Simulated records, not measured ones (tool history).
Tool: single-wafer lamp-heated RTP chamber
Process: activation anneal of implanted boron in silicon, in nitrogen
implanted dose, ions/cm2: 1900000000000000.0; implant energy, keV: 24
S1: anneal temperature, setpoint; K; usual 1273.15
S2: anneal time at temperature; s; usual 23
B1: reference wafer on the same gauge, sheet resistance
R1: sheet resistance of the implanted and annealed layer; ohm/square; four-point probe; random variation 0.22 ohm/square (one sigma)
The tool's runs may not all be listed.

| run | hour | S1 | S2 | B1 | R1 |
|---|---|---|---|---|---|
| 1 | 0 | 1285.15 | 23 | 77.33 | 69.9 |
| 2 | 8.6 | 1273.15 | 23 | 77.3 | 72.17 |
| 3 | 20.3 | 1273.15 | 23 | 77.28 | 72.02 |
| 4 | 47 | 1273.15 | 27 | 77.32 | 71.53 |
| 5 | 61.2 | 1273.15 | 27 | 77.31 | 71.46 |
| 6 | 73.1 | 1273.15 | 27 | 77.3 | 71.61 |
| 7 | 89.9 | 1273.15 | 23 | 77.33 | 71.56 |
|  | 123.5 | pyrometer window cleaned and pyrometer calibrated |
| 8 | 132.4 | 1273.15 | 23 | 77.26 | 74.74 |
|  | 132.5 | gauge calibrated |
| 9 | 142.5 | 1255.15 | 30 | 77.41 | 80.33 |
| 10 | 153.5 | 1255.15 | 30 | 77.31 | 80.14 |
| 11 | 164.2 | 1273.15 | 29 | 77.33 | 73.8 |
| 12 | 180.1 | 1273.15 | 29 | 77.25 | 74.57 |
| 13 | 193.2 | 1273.15 | 31 | 77.28 | 74.05 |
| 14 | 202.2 | 1273.15 | 31 | 77.29 | 73.83 |
| 15 | 218.2 | 1273.15 | 31 | 77.3 | 73.49 |
| 16 | 231.5 | 1273.15 | 34 | 77.3 | 73.48 |
| 17 | 248.8 | 1256.15 | 35 | 77.27 | 78.75 |
| 18 | 259.9 | 1292.15 | 13 | 77.26 | 71.97 |
| 19 | 271.1 | 1281.15 | 28 | 77.33 | 72.1 |
| 20 | 284.3 | 1293.15 | 11 | 77.32 | 72.04 |
|  | 298.2 | reflector plate cleaned |
| 21 | 298.7 | 1283.15 | 35 | 77.3 | 71 |
| 22 | 307.8 | 1287.15 | 10 | 77.21 | 73.7 |
| 23 | 315 | 1251.15 | 35 | 77.35 | 80.88 |
| 24 | 327.5 | 1273.15 | 23 | 77.34 | 74.36 |
| 25 | 342.7 | 1246.15 | 23 | 77.37 | 85.96 |
| 26 | 391.8 | 1288.15 | 14 | 77.3 | 72.27 |
| 27 | 403.6 | 1263.15 | 16 | 77.29 | 79.02 |
| 28 | 413.9 | 1265.15 | 32 | 77.36 | 75.65 |
| 29 | 422.2 | 1273.15 | 23 | 77.26 | 74.09 |
| 30 | 432.8 | 1273.15 | 23 | 77.2 | 73.92 |
| 31 | 445.1 | 1285.15 | 11 | 77.29 | 73.26 |

Run 32 comes next. What will it give?
| 32 | 458.5 | 1264.15 | 33 | ? | ? |

Run 32 gave B1 77.31, R1 75.5 ohm/square.
Without the tool's hidden state the same run would have given R1 77.11 ohm/square.
